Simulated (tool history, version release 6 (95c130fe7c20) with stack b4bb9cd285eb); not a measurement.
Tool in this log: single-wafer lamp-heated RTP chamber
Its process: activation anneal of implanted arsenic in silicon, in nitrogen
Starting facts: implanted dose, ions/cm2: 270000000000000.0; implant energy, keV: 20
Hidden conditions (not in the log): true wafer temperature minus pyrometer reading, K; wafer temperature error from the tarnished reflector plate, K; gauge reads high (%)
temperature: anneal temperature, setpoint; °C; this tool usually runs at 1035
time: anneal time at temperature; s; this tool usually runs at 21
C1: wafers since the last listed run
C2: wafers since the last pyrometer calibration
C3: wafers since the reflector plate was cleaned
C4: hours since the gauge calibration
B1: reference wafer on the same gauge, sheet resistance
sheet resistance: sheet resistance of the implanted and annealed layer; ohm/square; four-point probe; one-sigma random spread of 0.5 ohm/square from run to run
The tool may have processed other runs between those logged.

{"run": 1, "day": 0.0, "temperature": 1035, "time": 21, "C1": 0, "C2": 5626, "C3": 5626, "C4": 621.9, "B1": 338.96, "sheet resistance": 333.69}
{"run": 2, "day": 3.733, "temperature": 1035, "time": 21, "C1": 1218, "C2": 6844, "C3": 6844, "C4": 711.5, "B1": 338.87, "sheet resistance": 333.79}
{"run": 3, "day": 6.158, "temperature": 1035, "time": 21, "C1": 791, "C2": 7635, "C3": 7635, "C4": 769.7, "B1": 339.07, "sheet resistance": 333.13}
{"day": 8.883, "done": "pyrometer window cleaned and pyrometer calibrated"}
{"day": 9.238, "done": "reflector plate cleaned"}
{"run": 4, "day": 10.238, "temperature": 1046, "time": 21, "C1": 1113, "C2": 333, "C3": 326, "C4": 867.6, "B1": 338.87, "sheet resistance": 332.17}
{"run": 5, "day": 14.542, "temperature": 1020, "time": 21, "C1": 1404, "C2": 1737, "C3": 1730, "C4": 970.9, "B1": 338.99, "sheet resistance": 337.29}
{"run": 6, "day": 16.992, "temperature": 1020, "time": 21, "C1": 799, "C2": 2537, "C3": 2530, "C4": 1029.7, "B1": 339.01, "sheet resistance": 336.79}
{"run": 7, "day": 22.308, "temperature": 1020, "time": 21, "C1": 1734, "C2": 4272, "C3": 4265, "C4": 1157.3, "B1": 338.96, "sheet resistance": 336.41}
{"run": 8, "day": 24.496, "temperature": 1012, "time": 21, "C1": 713, "C2": 4985, "C3": 4979, "C4": 1209.8, "B1": 339.07, "sheet resistance": 337.07}
{"run": 9, "day": 28.333, "temperature": 1012, "time": 21, "C1": 1252, "C2": 6238, "C3": 6231, "C4": 1301.9, "B1": 339.03, "sheet resistance": 337.05}
{"day": 32.029, "done": "pyrometer window cleaned and pyrometer calibrated"}
{"run": 10, "day": 32.05, "temperature": 1035, "time": 21, "C1": 1104, "C2": 7, "C3": 7335, "C4": 1391.1, "B1": 338.84, "sheet resistance": 334.52}
{"run": 11, "day": 33.733, "temperature": 1035, "time": 21, "C1": 549, "C2": 556, "C3": 7884, "C4": 1431.5, "B1": 338.97, "sheet resistance": 335.03}
{"run": 12, "day": 37.45, "temperature": 1035, "time": 21, "C1": 1212, "C2": 1769, "C3": 9097, "C4": 1520.7, "B1": 338.96, "sheet resistance": 334.86}
{"day": 38.288, "done": "reflector plate cleaned"}
{"day": 40.033, "done": "gauge calibrated"}
{"run": 13, "day": 40.892, "temperature": 1035, "time": 21, "C1": 1014, "C2": 2783, "C3": 849, "C4": 20.6, "B1": 338.85, "sheet resistance": 334.31}
{"run": 14, "day": 44.154, "temperature": 1035, "time": 21, "C1": 1064, "C2": 3848, "C3": 1914, "C4": 98.9, "B1": 339.14, "sheet resistance": 335.0}
{"run": 15, "day": 47.538, "temperature": 1035, "time": 18, "C1": 1104, "C2": 4952, "C3": 3018, "C4": 180.1, "B1": 338.97, "sheet resistance": 335.6}
{"run": 16, "day": 49.904, "temperature": 1017, "time": 21, "C1": 772, "C2": 5724, "C3": 3790, "C4": 236.9, "B1": 339.01, "sheet resistance": 337.19}
{"run": 17, "day": 53.029, "temperature": 1026, "time": 29, "C1": 1019, "C2": 6744, "C3": 4810, "C4": 311.9, "B1": 338.98, "sheet resistance": 333.77}
{"run": 18, "day": 56.275, "temperature": 1063, "time": 8, "C1": 1059, "C2": 7803, "C3": 5869, "C4": 389.8, "B1": 339.04, "sheet resistance": 335.24}
{"day": 58.096, "done": "pyrometer window cleaned and pyrometer calibrated"}
{"run": 19, "day": 59.996, "temperature": 1044, "time": 17, "C1": 1105, "C2": 620, "C3": 6975, "C4": 479.1, "B1": 338.97, "sheet resistance": 334.31}
{"run": 20, "day": 62.104, "temperature": 1035, "time": 21, "C1": 687, "C2": 1308, "C3": 7663, "C4": 529.7, "B1": 338.88, "sheet resistance": 334.4}
{"day": 62.729, "done": "reflector plate cleaned"}
{"run": 21, "day": 64.254, "temperature": 1048, "time": 15, "C1": 592, "C2": 1900, "C3": 497, "C4": 581.3, "B1": 339.12, "sheet resistance": 335.43}
{"run": 22, "day": 67.671, "temperature": 1035, "time": 21, "C1": 1114, "C2": 3015, "C3": 1612, "C4": 663.3, "B1": 339.16, "sheet resistance": 333.77}
{"run": 23, "day": 69.342, "temperature": 1020, "time": 25, "C1": 545, "C2": 3560, "C3": 2157, "C4": 703.4, "B1": 338.84, "sheet resistance": 336.08}
{"run": 24, "day": 72.708, "temperature": 1035, "time": 14, "C1": 1098, "C2": 4659, "C3": 3256, "C4": 784.2, "B1": 338.99, "sheet resistance": 336.62}
{"run": 25, "day": 75.604, "temperature": 1035, "time": 21, "C1": 944, "C2": 5604, "C3": 4201, "C4": 853.7, "B1": 338.9, "sheet resistance": 332.97}
{"run": 26, "day": 78.592, "temperature": 1035, "time": 21, "C1": 974, "C2": 6579, "C3": 5175, "C4": 925.4, "B1": 338.88, "sheet resistance": 334.13}
{"run": 27, "day": 82.712, "temperature": 1035, "time": 25, "C1": 1344, "C2": 7924, "C3": 6520, "C4": 1024.3, "B1": 339.02, "sheet resistance": 331.72}
{"day": 83.358, "done": "pyrometer window cleaned and pyrometer calibrated"}
{"day": 85.475, "done": "reflector plate cleaned"}
{"run": 28, "day": 85.496, "temperature": 1056, "time": 17, "C1": 690, "C2": 589, "C3": 7, "C4": 1091.1, "B1": 339.04, "sheet resistance": 333.81}
{"run": 29, "day": 89.312, "temperature": 1015, "time": 10, "C1": 1245, "C2": 1834, "C3": 1252, "C4": 1182.7, "B1": 338.85, "sheet resistance": 341.07}
{"run": 30, "day": 91.667, "temperature": 1025, "time": 25, "C1": 768, "C2": 2602, "C3": 2021, "C4": 1239.2, "B1": 338.86, "sheet resistance": 335.1}
{"run": 31, "day": 93.342, "temperature": 1050, "time": 11, "C1": 546, "C2": 3149, "C3": 2567, "C4": 1279.4, "B1": 339.25, "sheet resistance": 336.49}
{"run": 32, "day": 97.396, "temperature": 1065, "time": 10, "C1": 1322, "C2": 4472, "C3": 3890, "C4": 1376.7, "B1": 338.98, "sheet resistance": 334.82}
{"run": 33, "day": 100.254, "temperature": 1025, "time": 25, "C1": 932, "C2": 5405, "C3": 4823, "C4": 1445.3, "B1": 339.15, "sheet resistance": 334.83}
{"run": 34, "day": 103.192, "temperature": 1035, "time": 15, "C1": 958, "C2": 6363, "C3": 5781, "C4": 1515.8, "B1": 339.0, "sheet resistance": 336.61}
{"run": 35, "day": 105.983, "temperature": 1035, "time": 21, "C1": 910, "C2": 7274, "C3": 6692, "C4": 1582.8, "B1": 339.04, "sheet resistance": 333.1}
{"day": 106.479, "done": "gauge calibrated"}
{"day": 107.342, "done": "reflector plate cleaned"}
{"day": 107.446, "done": "pyrometer window cleaned and pyrometer calibrated"}
{"run": 36, "day": 109.633, "temperature": 1012, "time": 9, "C1": 1048, "C2": 714, "C3": 714, "C4": 75.7, "B1": 339.04, "sheet resistance": 342.33}

Measured minus without-hidden-state, run by run (identical run-to-run variation in each term; gauge scatter may differ):
run=1 sheet_resistance=-0.90
run=2 sheet_resistance=-1.32
run=3 sheet_resistance=-1.65
run=4 sheet_resistance=-0.17
run=5 sheet_resistance=-0.20
run=6 sheet_resistance=-0.28
run=7 sheet_resistance=-0.56
run=8 sheet_resistance=-0.67
run=9 sheet_resistance=-0.99
run=10 sheet_resistance=-0.06
run=11 sheet_resistance=-0.06
run=12 sheet_resistance=-0.14
run=13 sheet_resistance=-0.27
run=14 sheet_resistance=-0.47
run=15 sheet_resistance=-0.68
run=16 sheet_resistance=-0.80
run=17 sheet_resistance=-1.42
run=18 sheet_resistance=-1.47
run=19 sheet_resistance=-0.18
run=20 sheet_resistance=-0.22
run=21 sheet_resistance=-0.28
run=22 sheet_resistance=-0.43
run=23 sheet_resistance=-0.50
run=24 sheet_resistance=-0.64
run=25 sheet_resistance=-1.05
run=26 sheet_resistance=-1.40
run=27 sheet_resistance=-2.14
run=28 sheet_resistance=-0.04
run=29 sheet_resistance=-0.07
run=30 sheet_resistance=-0.21
run=31 sheet_resistance=-0.26
run=32 sheet_resistance=-0.55
run=33 sheet_resistance=-0.82
run=34 sheet_resistance=-0.97
run=35 sheet_resistance=-1.50
run=36 sheet_resistance=-0.15
